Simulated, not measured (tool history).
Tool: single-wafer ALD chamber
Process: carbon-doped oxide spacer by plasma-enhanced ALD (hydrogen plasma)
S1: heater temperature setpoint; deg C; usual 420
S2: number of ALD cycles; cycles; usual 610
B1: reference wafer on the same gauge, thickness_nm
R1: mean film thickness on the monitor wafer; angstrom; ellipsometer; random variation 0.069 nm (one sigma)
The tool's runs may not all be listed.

run     day   S1   S2      B1      R1
  1       0  417  610  27.001  280.55
  2   1.042  420  610  27.009  276.76
  3   2.517  420  610      27  278.16
  4   3.546  420  610  27.006  277.13
  5   4.433  429  610  26.995  268.31
  6   5.058  429  610  26.999  269.11
  7   6.388  420  610  26.998  276.98
  8   7.262  428  680  27.027  301.05
      7.808  -- thermocouple changed; heater temperature recalibrated
  9   8.238  420  610      27   278.5
 10   8.888  407  610  27.002  288.88
      9.029  -- gauge calibrated
 11  10.146  430  515  26.987  225.36
 12   11.35  411  710  26.982  333.68
 13  12.229  431  568  27.002  248.34
 14  13.162  425  556  26.994  248.59
 15  13.854  420  610  26.974  277.47
 16  14.592  414  729  26.998  338.77

What the log doesn't show, run by run:
wafer temperature above the value expected at the setpoint (K): 0 in every run
gauge reads high (%): 0 in every run

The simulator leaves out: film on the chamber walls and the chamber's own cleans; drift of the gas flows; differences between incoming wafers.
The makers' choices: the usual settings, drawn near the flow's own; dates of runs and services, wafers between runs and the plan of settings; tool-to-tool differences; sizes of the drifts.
